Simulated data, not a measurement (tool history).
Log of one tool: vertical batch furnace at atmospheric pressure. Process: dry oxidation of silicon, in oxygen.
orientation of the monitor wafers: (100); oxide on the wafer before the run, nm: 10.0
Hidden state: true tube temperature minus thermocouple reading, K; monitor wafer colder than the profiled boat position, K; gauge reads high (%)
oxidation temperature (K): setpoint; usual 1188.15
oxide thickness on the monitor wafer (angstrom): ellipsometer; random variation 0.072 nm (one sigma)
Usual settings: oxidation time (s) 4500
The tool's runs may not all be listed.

run   hour  oxidation temperature (K)  oxidation time (s)  wafers since the last listed run  hours since the last temperature calibration  hours since the boat lift was adjusted  hours since the gauge calibration  read-back reference wafer on the same gauge, thickness  oxide thickness on the monitor wafer (angstrom)
  1      0                    1171.15                4500                                 0                                          1424                                  3863.3                              132.3                                                    27.8                                            233.9
  2   17.1                    1171.15                4500                               143                                        1441.1                                  3880.4                              149.4                                                   27.79                                            231.6
  3     32                    1171.15                4500                               125                                          1456                                  3895.3                              164.3                                                   27.82                                            232.6
  4   53.3                    1188.15                4500                               178                                        1477.3                                  3916.6                              185.6                                                    27.8                                            267.5
  5   66.5                    1188.15                4500                               110                                        1490.5                                  3929.8                              198.8                                                   27.82                                            266.2
  6   83.1                    1188.15                4500                               139                                        1507.1                                  3946.4                              215.4                                                   27.84                                            268.2
  7  100.6                    1188.15                4500                               146                                        1524.6                                  3963.9                              232.9                                                   27.81                                            268.4
  8  119.6                    1188.15                3450                               159                                        1543.6                                  3982.9                              251.9                                                   27.77                                            231.8
  9  150.5                    1188.15                3450                               259                                        1574.5                                  4013.8                              282.8                                                   27.79                                            232.2
 10  172.6                    1188.15                3450                               185                                        1596.6                                  4035.9                              304.9                                                   27.82                                            231.3
 11  194.2                    1188.15                3720                               181                                        1618.2                                  4057.5                              326.5                                                    27.8                                            242.7
 12  215.2                    1188.15                4500                               176                                        1639.2                                  4078.5                              347.5                                                   27.77                                            266.9
 13  233.6                    1188.15                4500                               154                                        1657.6                                  4096.9                              365.9                                                   27.79                                            267.4
 14    254                    1188.15                4500                               171                                          1678                                  4117.3                              386.3                                                   27.78                                            266.8
 15  270.7                    1188.15                4500                               140                                        1694.7                                    4134                                403                                                   27.84                                            267.3
 16    290                    1188.15                4500                               162                                          1714                                  4153.3                              422.3                                                   27.81                                            266.1
 17  301.5                    1188.15                4500                                96                                        1725.5                                  4164.8                              433.8                                                   27.82                                            267.5
 18  315.5                    1180.15                4500                               117                                        1739.5                                  4178.8                              447.8                                                   27.78                                            251.2
 19  323.7                    1180.15                4500                                68                                        1747.7                                    4187                                456                                                   27.79                                            250.6
 20  343.5                    1179.15                4500                               166                                        1767.5                                  4206.8                              475.8                                                   27.79                                            249.3
 21  363.3                    1200.15                6120                               166                                        1787.3                                  4226.6                              495.6                                                   27.81                                            356.6
     391.1  -- thermocouples replaced and temperature profile calibrated
 22  391.6                    1171.15                4500                                36                                           0.5                                  4254.9                              523.9                                                   27.82                                            239.2
 23    397                    1212.15                2730                                45                                           5.9                                  4260.3                              529.3                                                   27.82                                            253.4
 24  409.2                    1188.15                6660                               102                                          18.1                                  4272.5                              541.5                                                   27.79                                            344.3
 25  420.8                    1205.15                4500                                97                                          29.7                                  4284.1                              553.1                                                   27.81                                            315.6
 26  432.7                    1174.15                5520                                99                                          41.6                                    4296                                565                                                   27.83                                            273.1
 27  454.8                    1188.15                4500                               185                                          63.7                                  4318.1                              587.1                                                   27.78                                            273.9
     486.8  -- boat lift adjusted
 28  487.3                    1188.15                3390                                71                                          96.2                                     0.5                              619.6                                                   27.78                                            236.3
     490.4  -- gauge calibrated
 29  492.7                    1208.15                2820                                45                                         101.6                                     5.9                                2.3                                                   27.76                                              250
 30  511.5                    1200.15                4500                               157                                         120.4                                    24.7                               21.1                                                   27.82                                            303.2
     551.4  -- thermocouples replaced and temperature profile calibrated, repeated, since the last time left the tool worse
 31  551.9                    1201.15                3810                               137                                           0.5                                    65.1                               61.5                                                   27.78                                            263.5
 32  557.3                    1188.15                4500                                45                                           5.9                                    70.5                               66.9                                                   27.78                                            259.9
 33  564.1                    1188.15                4500                                57                                          12.7                                    77.3                               73.7                                                    27.8                                            260.8
 34  595.3                    1178.15                5550                               261                                          43.9                                   108.5                              104.9                                                   27.77                                            267.3
 35  605.5                    1211.15                5130                                85                                          54.1                                   118.7                              115.1                                                   27.79                                            342.4
 36  614.5                    1171.15                3390                                75                                          63.1                                   127.7                              124.1                                                   27.82                                            199.4
 37  636.5                    1200.15                3900                               184                                          85.1                                   149.7                              146.1                                                   27.77                                            264.1
 38  651.8                    1163.15                4500                               128                                         100.4                                     165                              161.4                                                   27.82                                              215

Hidden state at the last listed run before each entry between runs and at the first one after, where it differs:
Between runs 21 and 22: thermocouples replaced and temperature profile calibrated (hour 391.1)
  true tube temperature minus thermocouple reading, K: 3.5 -> 6.23
  measured less the result without the state, oxide thickness on the monitor wafer (angstrom): +11.1 -> +11.2
Between runs 27 and 28: boat lift adjusted (hour 486.8)
  true tube temperature minus thermocouple reading, K: 6.33 -> 6.39
  measured less the result without the state, oxide thickness on the monitor wafer (angstrom): +13.7 -> +10.9
Between runs 28 and 29: gauge calibrated (hour 490.4)
  true tube temperature minus thermocouple reading, K: 6.39 -> 6.4
  measured less the result without the state, oxide thickness on the monitor wafer (angstrom): +10.9 -> +12.2
Between runs 30 and 31: thermocouples replaced and temperature profile calibrated, repeated, since the last time left the tool worse (hour 551.4)
  true tube temperature minus thermocouple reading, K: 6.43 -> 0.157
  measured less the result without the state, oxide thickness on the monitor wafer (angstrom): +15.9 -> +0.3
